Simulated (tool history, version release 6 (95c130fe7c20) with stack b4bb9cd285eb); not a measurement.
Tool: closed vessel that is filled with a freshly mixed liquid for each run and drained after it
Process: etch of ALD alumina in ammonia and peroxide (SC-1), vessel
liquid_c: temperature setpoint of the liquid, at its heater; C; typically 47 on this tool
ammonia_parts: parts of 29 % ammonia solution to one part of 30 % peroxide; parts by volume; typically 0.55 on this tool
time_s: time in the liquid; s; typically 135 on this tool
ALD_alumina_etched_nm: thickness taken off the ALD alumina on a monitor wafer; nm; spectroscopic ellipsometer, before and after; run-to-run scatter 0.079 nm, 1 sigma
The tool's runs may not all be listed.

run,hour,liquid_c,ammonia_parts,time_s,"read-back film thickness of the ALD alumina reference wafer, read on the same gauge (nm)",ALD_alumina_etched_nm
1,0,47,0.55,135,128.82,9.45
2,62.5,47,0.55,135,129.06,9.38
3,109.2,47,0.55,135,129.33,9.58
4,157.2,47,0.55,135,129.51,9.5
5,211.9,47,0.55,135,129.77,9.48
6,276.7,47,0.55,135,130.04,9.57
# hour 298.2: new drum of ammonia solution connected
7,329.5,47,0.55,135,130.27,9.6
8,357.9,43,0.55,135,130.45,7.68
9,409,42,0.55,135,130.65,7.17
10,434.9,40.5,0.85,115,130.76,5.74
# hour 480.9: gauge calibrated
11,483.4,44,0.65,100,120.52,5.57
12,536.8,47,0.3,205,120.74,12.68
13,591.6,47,0.55,135,121.03,8.92
14,619.5,47,0.55,135,121.13,8.9
15,691.5,40.5,0.8,170,121.45,8.04
16,723.2,47,0.55,135,121.6,8.79
17,751.2,47,0.7,195,121.74,13.1
18,816.2,47,0.55,135,122.02,8.92
# hour 850.3: new drum of ammonia solution connected
19,856.1,47,0.75,135,122.22,9.3
20,892.3,47,0.55,60,122.38,3.92
21,924.3,56,0.55,110,122.54,11.97
# hour 932.5: thermometer replaced
22,994,51.5,0.25,185,122.79,14.64
23,1035.7,43,0.75,170,123.06,9.3

Estimate the outcome of run 24 from the log above:
24,1101.7,39.5,0.35,135,?,?

read-back film thickness of the ALD alumina reference wafer, read on the same gauge (nm): 123.32
ALD_alumina_etched_nm: 5.57 nm
With no hidden state in the tool, this same run would have given ALD_alumina_etched_nm 5.42 nm.
